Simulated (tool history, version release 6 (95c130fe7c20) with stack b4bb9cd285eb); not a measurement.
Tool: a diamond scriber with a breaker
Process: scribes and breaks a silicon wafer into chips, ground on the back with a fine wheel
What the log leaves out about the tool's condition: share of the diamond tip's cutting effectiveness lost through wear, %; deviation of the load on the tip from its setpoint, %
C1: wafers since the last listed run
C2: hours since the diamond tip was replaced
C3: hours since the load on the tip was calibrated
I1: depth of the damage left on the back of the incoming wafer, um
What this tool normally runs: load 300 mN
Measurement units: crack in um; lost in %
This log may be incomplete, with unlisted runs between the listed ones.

Run 1, hour 0: usual settings but load 340 mN; C1 0; C2 24.7; C3 711.5; I1 2.61. Result: crack 10.37 um, lost 15.49 %.
Run 2, hour 36.6: usual settings but load 340 mN; C1 83; C2 61.3; C3 748.1; I1 2.01. Result: crack 10.3 um, lost 13.17 %.
Run 3, hour 44.5: usual settings; C1 18; C2 69.2; C3 756; I1 1.98. Result: crack 8.87 um, lost 4.16 %.
Run 4, hour 54.6: usual settings; C1 23; C2 79.3; C3 766.1; I1 2.24. Result: crack 8.94 um, lost 4.67 %.
Run 5, hour 68.6: usual settings; C1 32; C2 93.3; C3 780.1; I1 2.61. Result: crack 8.77 um, lost 5.25 %.
Run 6, hour 78.8: usual settings but load 357 mN; C1 23; C2 103.5; C3 790.3; I1 1.69. Result: crack 10.43 um, lost 17.76 %.
Run 7, hour 87.5: usual settings but load 357 mN; C1 19; C2 112.2; C3 799; I1 2.62. Result: crack 10.65 um, lost 16.59 %.
Run 8, hour 99.9: usual settings but load 357 mN; C1 28; C2 124.6; C3 811.4; I1 2.68. Result: crack 10.74 um, lost 16.19 %.
Run 9, hour 110.2: usual settings; C1 23; C2 134.9; C3 821.7; I1 1.62. Result: crack 8.76 um, lost 2.75 %.
Run 10, hour 123.1: usual settings; C1 29; C2 147.8; C3 834.6; I1 1.98. Result: crack 8.67 um, lost 3.55 %.
Run 11, hour 139: usual settings; C1 36; C2 163.7; C3 850.5; I1 1.88. Result: crack 8.56 um, lost 3.2 %.
Run 12, hour 150: usual settings but load 255 mN; C1 25; C2 174.7; C3 861.5; I1 2.45. Result: crack 7.28 um, lost 11.99 %.
Run 13, hour 163.4: usual settings but load 271 mN; C1 30; C2 188.1; C3 874.9; I1 1.77. Result: crack 7.71 um, lost 5.45 %.
Run 14, hour 171.6: usual settings but load 271 mN; C1 18; C2 196.3; C3 883.1; I1 1.76. Result: crack 7.53 um, lost 5.73 %.
Run 15, hour 187: usual settings but load 271 mN; C1 35; C2 211.7; C3 898.5; I1 2.77. Result: crack 7.57 um, lost 8.81 %.
Run 16, hour 204.2: usual settings; C1 39; C2 228.9; C3 915.7; I1 1.6. Result: crack 8.53 um, lost 2.46 %.
Run 17, hour 219.4: usual settings but load 331 mN; C1 34; C2 244.1; C3 930.9; I1 2.22. Result: crack 9.41 um, lost 6.72 %.
Run 18, hour 236.9: usual settings but load 329 mN; C1 40; C2 261.6; C3 948.4; I1 2.35. Result: crack 9.05 um, lost 6 %.
Run 19, hour 247.2: usual settings but load 329 mN; C1 23; C2 271.9; C3 958.7; I1 1.63. Result: crack 9.25 um, lost 4.67 %.
Run 20, hour 258.1: usual settings; C1 24; C2 282.8; C3 969.6; I1 2.47. Result: crack 8.13 um, lost 4.57 %.
Run 21, hour 265.5: usual settings but load 342 mN; C1 16; C2 290.2; C3 977; I1 2.82. Result: crack 9.5 um, lost 8.35 %.
Run 22, hour 271.8: usual settings but load 344 mN; C1 14; C2 296.5; C3 983.3; I1 2.78. Result: crack 9.25 um, lost 9.11 %.
Run 23, hour 284.3: usual settings but load 326 mN; C1 28; C2 309; C3 995.8; I1 1.58. Result: crack 8.97 um, lost 3.61 %.
Run 24, hour 301.6: usual settings but load 220 mN; C1 39; C2 326.3; C3 1013.1; I1 1.53. Result: crack 5.61 um, lost 40.69 %.
At hour 314.2: diamond tip replaced by a new one.
Run 25, hour 343.9: usual settings but load 266 mN; C1 92; C2 29.7; C3 1055.4; I1 2.21. Result: crack 8.15 um, lost 3.38 %.
Run 26, hour 350.2: usual settings but load 376 mN; C1 14; C2 36; C3 1061.7; I1 2.75. Result: crack 11.73 um, lost 29.19 %.
Run 27, hour 364.8: usual settings but load 254 mN; C1 33; C2 50.6; C3 1076.3; I1 2.75. Result: crack 7.77 um, lost 8.16 %.
Run 28, hour 374.3: usual settings but load 260 mN; C1 21; C2 60.1; C3 1085.8; I1 2.06. Result: crack 7.91 um, lost 4.45 %.
Run 29, hour 386.8: usual settings but load 390 mN; C1 28; C2 72.6; C3 1098.3; I1 1.6. Result: crack 11.92 um, lost 33.75 %.
At hour 389: load on the tip recalibrated.
Run 30, hour 402.3: usual settings but load 247 mN; C1 30; C2 88.1; C3 13.3; I1 1.75. Result: crack 6.42 um, lost 22.49 %.
Run 31, hour 417.7: usual settings but load 270 mN; C1 35; C2 103.5; C3 28.7; I1 1.82. Result: crack 7.11 um, lost 10.18 %.
Run 32, hour 424.3: usual settings but load 217 mN; C1 15; C2 110.1; C3 35.3; I1 2.87. Result: crack 5.44 um, lost 53.6 %.
Run 33, hour 432.5: usual settings but load 364 mN; C1 18; C2 118.3; C3 43.5; I1 2.05. Result: crack 9.79 um, lost 9.55 %.
Run 34, hour 445.5: usual settings; C1 29; C2 131.3; C3 56.5; I1 1.67. Result: crack 7.92 um, lost 3.55 %.
Run 35, hour 453.8: usual settings but load 383 mN; C1 19; C2 139.6; C3 64.8; I1 2.57. Result: crack 10.48 um, lost 12.85 %.
Run 36, hour 468.6: usual settings; C1 33; C2 154.4; C3 79.6; I1 2.69. Result: crack 7.89 um, lost 6.32 %.
Run 37, hour 484: usual settings but load 359 mN; C1 35; C2 169.8; C3 95; I1 2.87. Result: crack 9.51 um, lost 9.19 %.
Run 38, hour 500.2: usual settings but load 327 mN; C1 37; C2 186; C3 111.2; I1 2. Result: crack 8.37 um, lost 3.3 %.
Run 39, hour 506.6: usual settings but load 357 mN; C1 14; C2 192.4; C3 117.6; I1 2.73. Result: crack 9.49 um, lost 7.37 %.
Run 40, hour 518.9: usual settings but load 247 mN; C1 28; C2 204.7; C3 129.9; I1 2.8. Result: crack 6.16 um, lost 29.82 %.
Run 41, hour 534.9: usual settings but load 382 mN; C1 36; C2 220.7; C3 145.9; I1 2.44. Result: crack 10.06 um, lost 11.37 %.

Each row is a separate what-if for the run after 41, all from the same tool condition, not one after another. Results?
Run A, hour 535.6: usual settings; C1 1; C2 221.4; C3 146.6; I1 2.85. Result: crack ?, lost ?.
Run B, hour 535.6: usual settings but load 273 mN; C1 1; C2 221.4; C3 146.6; I1 2.85. Result: crack ?, lost ?.
Run C, hour 535.6: usual settings but load 256 mN; C1 1; C2 221.4; C3 146.6; I1 2.85. Result: crack ?, lost ?.
Run D, hour 535.6: usual settings but load 377 mN; C1 1; C2 221.4; C3 146.6; I1 2.85. Result: crack ?, lost ?.
Run E, hour 535.6: usual settings but load 333 mN; C1 1; C2 221.4; C3 146.6; I1 2.85. Result: crack ?, lost ?.

run  crack   lost
  A   7.68   7.78
  B   6.92   16.2
  C   6.43  25.09
  D   9.66  10.48
  E   8.56   5.25
With no hidden state in the tool, these same runs would have given:
run  crack   lost
  A    8.3   5.27
  B   7.48   9.42
  C   6.94  15.95
  D  10.44  17.63
  E   9.25   7.63

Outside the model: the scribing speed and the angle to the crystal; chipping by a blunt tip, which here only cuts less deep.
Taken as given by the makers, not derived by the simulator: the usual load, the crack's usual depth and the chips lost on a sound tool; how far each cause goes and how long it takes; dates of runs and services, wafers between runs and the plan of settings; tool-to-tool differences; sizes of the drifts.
